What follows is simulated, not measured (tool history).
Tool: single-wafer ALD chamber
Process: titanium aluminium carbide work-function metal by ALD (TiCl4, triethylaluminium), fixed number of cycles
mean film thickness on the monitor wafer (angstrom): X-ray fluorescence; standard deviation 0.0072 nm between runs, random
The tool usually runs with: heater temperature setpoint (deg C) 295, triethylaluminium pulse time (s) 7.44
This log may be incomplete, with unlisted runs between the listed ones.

| run | hour | heater temperature setpoint (deg C) | triethylaluminium pulse time (s) | read-back reference wafer on the same gauge, thickness_nm | mean film thickness on the monitor wafer (angstrom) |
|---|---|---|---|---|---|
| 1 | 0 | 295 | 7.44 | 2.101 | 20.03 |
| 2 | 47.6 | 295 | 7.44 | 2.098 | 20.01 |
| 3 | 142 | 301 | 9.64 | 2.099 | 21.23 |
| 4 | 192.2 | 295 | 7.44 | 2.101 | 20.14 |
|  | 266.3 | triethylaluminium bottle replaced |
| 5 | 411 | 291 | 9.78 | 2.097 | 20.32 |
| 6 | 499 | 286 | 6.63 | 2.104 | 19.01 |
| 7 | 570.9 | 286 | 6.63 | 2.099 | 19.25 |
|  | 655 | thermocouple changed; heater temperature recalibrated |
| 8 | 671.1 | 286 | 6.63 | 2.101 | 17.82 |
| 9 | 738.5 | 291 | 7.44 | 2.098 | 18.72 |
| 10 | 813.1 | 295 | 9.71 | 2.101 | 19.64 |
| 11 | 863.3 | 295 | 9.71 | 2.101 | 19.58 |
| 12 | 938.2 | 295 | 9.71 | 2.098 | 19.62 |
| 13 | 1044.5 | 283 | 8.29 | 2.102 | 18.15 |
| 14 | 1102.9 | 283 | 8.29 | 2.096 | 18.18 |
|  | 1122 | thermocouple changed; heater temperature recalibrated, repeated, since the last time left the tool worse |
|  | 1125.7 | triethylaluminium bottle replaced |
| 15 | 1202 | 295 | 7.44 | 2.101 | 19.67 |
| 16 | 1272 | 295 | 7.44 | 2.099 | 19.85 |
| 17 | 1326.4 | 291 | 9.72 | 2.094 | 20.04 |
| 18 | 1375.6 | 289 | 9.68 | 2.102 | 19.75 |
| 19 | 1426 | 309 | 8.43 | 2.104 | 21.29 |
|  | 1471.2 | gauge calibrated |
| 20 | 1525.6 | 283 | 5.85 | 2.098 | 18.06 |
| 21 | 1606.2 | 295 | 7.44 | 2.099 | 19.78 |
| 22 | 1891.8 | 308 | 9.33 | 2.097 | 21.58 |
|  | 1947.2 | showerhead replaced |
| 23 | 1960.3 | 295 | 7.44 | 2.105 | 19.81 |
|  | 2031.5 | triethylaluminium bottle replaced |
| 24 | 2034.6 | 303 | 8.64 | 2.102 | 21.09 |
| 25 | 2113.8 | 295 | 8.71 | 2.101 | 20.24 |
| 26 | 2226.7 | 281 | 5.89 | 2.102 | 18.09 |
| 27 | 2280.9 | 291 | 8.29 | 2.1 | 19.97 |
| 28 | 2387 | 295 | 7.44 | 2.103 | 20.02 |
| 29 | 2464.2 | 307 | 9.14 | 2.099 | 21.69 |
|  | 2505.4 | thermocouple changed; heater temperature recalibrated |
| 30 | 2558.3 | 291 | 6.54 | 2.1 | 19.12 |
| 31 | 2642.4 | 295 | 7.44 | 2.097 | 19.81 |
| 32 | 2743.5 | 287 | 8.92 | 2.1 | 19.52 |

Forecast each of these 4 alternatives for the next run:
| A | 2743.9 | 295 | 5.28 | ? | ? |
| B | 2743.9 | 288 | 7.44 | ? | ? |
| C | 2743.9 | 308 | 6.23 | ? | ? |
| D | 2743.9 | 300 | 6.16 | ? | ? |

| run | read-back reference wafer on the same gauge, thickness_nm | mean film thickness on the monitor wafer (angstrom) |
|---|---|---|
| A | 2.099 | 18.85 |
| B | 2.099 | 19.1 |
| C | 2.099 | 20.52 |
| D | 2.099 | 19.74 |
With the hidden condition removed and each run's random variation left untouched, the same runs would have given:
| run | mean film thickness on the monitor wafer (angstrom) |
|---|---|
| A | 18.77 |
| B | 19.02 |
| C | 20.44 |
| D | 19.66 |
